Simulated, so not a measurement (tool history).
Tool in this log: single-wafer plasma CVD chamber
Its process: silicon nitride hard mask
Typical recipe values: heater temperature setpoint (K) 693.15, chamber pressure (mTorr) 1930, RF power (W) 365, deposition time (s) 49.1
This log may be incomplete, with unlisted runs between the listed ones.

| run | hour | heater temperature setpoint (K) | chamber pressure (mTorr) | RF power (W) | deposition time (s) | read-back reference wafer on the same gauge, thickness_nm | mean film thickness on the monitor wafer (nm) |
|---|---|---|---|---|---|---|---|
| 1 | 0 | 693.15 | 1930 | 365 | 49.1 | 64.103 | 61.644 |
| 2 | 137 | 693.15 | 1930 | 365 | 49.1 | 64.115 | 61.462 |
| 3 | 209.8 | 685.15 | 1930 | 365 | 49.1 | 64.082 | 61.748 |
| 4 | 266.1 | 685.15 | 1930 | 365 | 49.1 | 64.151 | 61.546 |
|  | 353.1 | gauge calibrated |
| 5 | 353.5 | 693.15 | 1780 | 365 | 49.1 | 64.087 | 59.628 |
| 6 | 448.1 | 693.15 | 1780 | 365 | 49.1 | 64.06 | 60.347 |
| 7 | 501.1 | 693.15 | 1780 | 365 | 49.1 | 64.123 | 60.121 |
| 8 | 572 | 706.15 | 1730 | 365 | 55.7 | 64.079 | 67.15 |
|  | 743.1 | capacitance manometer re-zeroed and calibrated |
|  | 765.9 | showerhead replaced |
| 9 | 766.4 | 681.15 | 1930 | 365 | 49.1 | 64.097 | 61.367 |
| 10 | 810.9 | 680.15 | 1930 | 340 | 56.8 | 64.098 | 68.196 |
| 11 | 863.1 | 693.15 | 2170 | 335 | 49.1 | 64.136 | 59.503 |
| 12 | 917 | 693.15 | 1930 | 365 | 43.9 | 64.086 | 54.427 |
| 13 | 978.1 | 693.15 | 2230 | 365 | 44.6 | 64.14 | 57.383 |
| 14 | 1086.8 | 693.15 | 1930 | 365 | 49.1 | 64.071 | 60.698 |
| 15 | 1127.3 | 693.15 | 1930 | 365 | 43.9 | 64.11 | 54.459 |
|  | 1184.9 | thermocouple changed; heater temperature recalibrated |
| 16 | 1234.8 | 693.15 | 1610 | 365 | 58.5 | 64.123 | 69.083 |
| 17 | 1301.1 | 693.15 | 1930 | 305 | 52.6 | 64.092 | 58.98 |
| 18 | 1403.5 | 693.15 | 1930 | 365 | 49.1 | 64.112 | 60.181 |
| 19 | 1460.4 | 700.15 | 2220 | 310 | 49.1 | 64.08 | 56.828 |
| 20 | 1520.4 | 680.15 | 1730 | 385 | 54 | 64.093 | 66.79 |
|  | 1660.5 | RF generator calibrated |
| 21 | 1835.7 | 693.15 | 1930 | 365 | 52.9 | 64.089 | 67.506 |
| 22 | 1939.2 | 697.15 | 1930 | 425 | 41.4 | 64.153 | 56.888 |
| 23 | 1979.3 | 693.15 | 2170 | 335 | 49.1 | 64.107 | 61.085 |
| 24 | 2077 | 693.15 | 1930 | 365 | 49.1 | 64.077 | 62.538 |
| 25 | 2156.1 | 693.15 | 2210 | 295 | 49.1 | 64.107 | 56.961 |
| 26 | 2251.3 | 693.15 | 1930 | 365 | 49.1 | 64.089 | 62.096 |
| 27 | 2296.3 | 686.15 | 1930 | 435 | 46.5 | 64.089 | 64.93 |
| 28 | 2355.7 | 687.15 | 1930 | 365 | 49.1 | 64.082 | 62.311 |
| 29 | 2444.8 | 683.15 | 1790 | 365 | 41 | 64.12 | 50.995 |

Measured result minus the same run's result without the hidden state. Both carry the same run-to-run variation, though not necessarily the same gauge scatter:
The tool's hidden condition here consists of: wafer temperature above the value expected at the setpoint (K); delivered RF power above the setpoint (%); true pressure above the setpoint (%); gauge reads high (%).
| run | mean film thickness on the monitor wafer (nm) |
|---|---|
| 1 | -0.919 |
| 2 | -1.05 |
| 3 | -1.127 |
| 4 | -1.178 |
| 5 | -1.226 |
| 6 | -1.333 |
| 7 | -1.379 |
| 8 | -1.619 |
| 9 | -1.674 |
| 10 | -1.921 |
| 11 | -1.752 |
| 12 | -1.62 |
| 13 | -1.765 |
| 14 | -1.977 |
| 15 | -1.811 |
| 16 | -2.42 |
| 17 | -2.254 |
| 18 | -2.279 |
| 19 | -2.32 |
| 20 | -2.661 |
| 21 | -0.196 |
| 22 | -0.238 |
| 23 | -0.313 |
| 24 | -0.416 |
| 25 | -0.471 |
| 26 | -0.582 |
| 27 | -0.606 |
| 28 | -0.685 |
| 29 | -0.633 |
